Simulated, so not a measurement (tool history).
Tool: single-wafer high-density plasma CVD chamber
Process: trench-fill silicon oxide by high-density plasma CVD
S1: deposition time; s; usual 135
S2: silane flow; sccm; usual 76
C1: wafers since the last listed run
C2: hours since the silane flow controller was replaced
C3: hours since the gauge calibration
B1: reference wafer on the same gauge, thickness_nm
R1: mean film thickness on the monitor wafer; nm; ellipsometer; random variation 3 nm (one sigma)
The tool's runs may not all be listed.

{"run": 1, "day": 0.0, "S1": 135, "S2": 67, "C1": 0, "C2": 1794.3, "C3": 317.2, "B1": 899.847, "R1": 988.597}
{"run": 2, "day": 0.283, "S1": 135, "S2": 67, "C1": 56, "C2": 1801.1, "C3": 324, "B1": 900.301, "R1": 981.876}
{"day": 1.712, "done": "gauge calibrated"}
{"run": 3, "day": 2.079, "S1": 153, "S2": 76, "C1": 359, "C2": 1844.2, "C3": 8.8, "B1": 899.278, "R1": 1253.501}
{"run": 4, "day": 2.342, "S1": 153, "S2": 76, "C1": 52, "C2": 1850.5, "C3": 15.1, "B1": 900.783, "R1": 1252.07}
{"run": 5, "day": 3.058, "S1": 153, "S2": 76, "C1": 143, "C2": 1867.7, "C3": 32.3, "B1": 900.075, "R1": 1243.962}
{"run": 6, "day": 3.558, "S1": 135, "S2": 81, "C1": 100, "C2": 1879.7, "C3": 44.3, "B1": 899.763, "R1": 1166.729}
{"run": 7, "day": 4.162, "S1": 135, "S2": 81, "C1": 121, "C2": 1894.2, "C3": 58.8, "B1": 900.091, "R1": 1171.561}
{"run": 8, "day": 4.742, "S1": 135, "S2": 81, "C1": 115, "C2": 1908.1, "C3": 72.7, "B1": 899.273, "R1": 1172.737}
{"run": 9, "day": 5.196, "S1": 135, "S2": 76, "C1": 90, "C2": 1919, "C3": 83.6, "B1": 899.624, "R1": 1106.418}
{"run": 10, "day": 5.658, "S1": 135, "S2": 76, "C1": 92, "C2": 1930.1, "C3": 94.7, "B1": 900.153, "R1": 1106.446}
{"run": 11, "day": 6.342, "S1": 135, "S2": 76, "C1": 136, "C2": 1946.5, "C3": 111.1, "B1": 899.84, "R1": 1100.585}
{"run": 12, "day": 6.762, "S1": 156, "S2": 65, "C1": 84, "C2": 1956.6, "C3": 121.2, "B1": 900.21, "R1": 1109.158}
{"run": 13, "day": 7.017, "S1": 150, "S2": 76, "C1": 50, "C2": 1962.7, "C3": 127.3, "B1": 900.155, "R1": 1227.627}
{"run": 14, "day": 7.433, "S1": 150, "S2": 76, "C1": 83, "C2": 1972.7, "C3": 137.3, "B1": 899.416, "R1": 1225.653}
{"run": 15, "day": 8.133, "S1": 150, "S2": 76, "C1": 140, "C2": 1989.5, "C3": 154.1, "B1": 899.822, "R1": 1226.975}
{"run": 16, "day": 8.571, "S1": 135, "S2": 86, "C1": 87, "C2": 2000, "C3": 164.6, "B1": 900.448, "R1": 1234.132}
{"run": 17, "day": 9.017, "S1": 135, "S2": 86, "C1": 89, "C2": 2010.7, "C3": 175.3, "B1": 899.485, "R1": 1236.819}
{"run": 18, "day": 9.475, "S1": 135, "S2": 70, "C1": 91, "C2": 2021.7, "C3": 186.3, "B1": 900.03, "R1": 1029.095}
{"run": 19, "day": 11.167, "S1": 135, "S2": 70, "C1": 338, "C2": 2062.3, "C3": 226.9, "B1": 899.984, "R1": 1028.322}
{"run": 20, "day": 11.667, "S1": 135, "S2": 70, "C1": 100, "C2": 2074.3, "C3": 238.9, "B1": 900.028, "R1": 1026.401}
{"run": 21, "day": 11.925, "S1": 122, "S2": 76, "C1": 51, "C2": 2080.5, "C3": 245.1, "B1": 900.495, "R1": 996.8}
{"day": 12.679, "done": "silane flow controller replaced"}
{"run": 22, "day": 12.7, "S1": 135, "S2": 83, "C1": 88, "C2": 0.5, "C3": 263.7, "B1": 899.525, "R1": 1151.229}
{"run": 23, "day": 13.079, "S1": 112, "S2": 66, "C1": 75, "C2": 9.6, "C3": 272.8, "B1": 900.706, "R1": 772.418}
{"run": 24, "day": 13.783, "S1": 154, "S2": 69, "C1": 141, "C2": 26.5, "C3": 289.7, "B1": 900.005, "R1": 1117.928}
{"run": 25, "day": 14.083, "S1": 125, "S2": 84, "C1": 60, "C2": 33.7, "C3": 296.9, "B1": 900.168, "R1": 1076.496}
{"run": 26, "day": 14.658, "S1": 152, "S2": 88, "C1": 115, "C2": 47.5, "C3": 310.7, "B1": 900.347, "R1": 1370.044}
{"run": 27, "day": 15.138, "S1": 108, "S2": 83, "C1": 95, "C2": 59, "C3": 322.2, "B1": 900.479, "R1": 925.731}
{"run": 28, "day": 15.488, "S1": 114, "S2": 71, "C1": 70, "C2": 67.4, "C3": 330.6, "B1": 899.737, "R1": 849.007}
{"run": 29, "day": 15.846, "S1": 112, "S2": 89, "C1": 71, "C2": 76, "C3": 339.2, "B1": 899.687, "R1": 1026.503}
{"run": 30, "day": 16.25, "S1": 151, "S2": 80, "C1": 80, "C2": 85.7, "C3": 348.9, "B1": 899.56, "R1": 1254.769}
{"run": 31, "day": 16.892, "S1": 135, "S2": 84, "C1": 128, "C2": 101.1, "C3": 364.3, "B1": 899.843, "R1": 1170.334}
{"run": 32, "day": 18.621, "S1": 135, "S2": 76, "C1": 346, "C2": 142.6, "C3": 405.8, "B1": 899.962, "R1": 1071.448}
{"day": 19.283, "done": "gauge calibrated"}
{"run": 33, "day": 19.346, "S1": 135, "S2": 68, "C1": 145, "C2": 160, "C3": 1.5, "B1": 900.182, "R1": 971.998}
{"run": 34, "day": 19.829, "S1": 135, "S2": 76, "C1": 96, "C2": 171.6, "C3": 13.1, "B1": 899.621, "R1": 1073.492}
{"run": 35, "day": 20.125, "S1": 135, "S2": 76, "C1": 59, "C2": 178.7, "C3": 20.2, "B1": 900.093, "R1": 1081.144}
{"run": 36, "day": 20.871, "S1": 115, "S2": 86, "C1": 149, "C2": 196.6, "C3": 38.1, "B1": 899.405, "R1": 1032.945}
{"run": 37, "day": 21.308, "S1": 135, "S2": 76, "C1": 87, "C2": 207.1, "C3": 48.6, "B1": 900.462, "R1": 1074.41}
{"run": 38, "day": 21.558, "S1": 162, "S2": 63, "C1": 50, "C2": 213.1, "C3": 54.6, "B1": 900.171, "R1": 1097.392}
{"run": 39, "day": 22.079, "S1": 135, "S2": 67, "C1": 104, "C2": 225.6, "C3": 67.1, "B1": 899.552, "R1": 967.969}
{"run": 40, "day": 22.412, "S1": 117, "S2": 76, "C1": 66, "C2": 233.6, "C3": 75.1, "B1": 900.515, "R1": 935.48}
{"run": 41, "day": 22.908, "S1": 135, "S2": 82, "C1": 99, "C2": 245.5, "C3": 87, "B1": 899.965, "R1": 1157.179}
{"run": 42, "day": 23.446, "S1": 135, "S2": 69, "C1": 107, "C2": 258.4, "C3": 99.9, "B1": 899.984, "R1": 990.631}
{"run": 43, "day": 24.179, "S1": 117, "S2": 76, "C1": 146, "C2": 276, "C3": 117.5, "B1": 899.455, "R1": 943.865}
{"run": 44, "day": 24.85, "S1": 135, "S2": 80, "C1": 134, "C2": 292.1, "C3": 133.6, "B1": 899.797, "R1": 1133.586}
{"run": 45, "day": 25.188, "S1": 135, "S2": 80, "C1": 67, "C2": 300.2, "C3": 141.7, "B1": 899.481, "R1": 1129.447}

How the hidden state differs across the entries between the runs, from the last listed run before each to the first after it:
Between runs 2 and 3: gauge calibrated (day 1.712)
  delivered silane flow above the setpoint (%): 5.34 -> 5.38
  measured less the result without the state, R1: +45.232 -> +58.091 nm
Between runs 21 and 22: silane flow controller replaced (day 12.679)
  delivered silane flow above the setpoint (%): 5.53 -> 1.12
  measured less the result without the state, R1: +47.458 -> +11.557 nm
Between runs 32 and 33: gauge calibrated (day 19.283)
  delivered silane flow above the setpoint (%): 2.18 -> 2.29
  measured less the result without the state, R1: +20.663 -> +19.726 nm
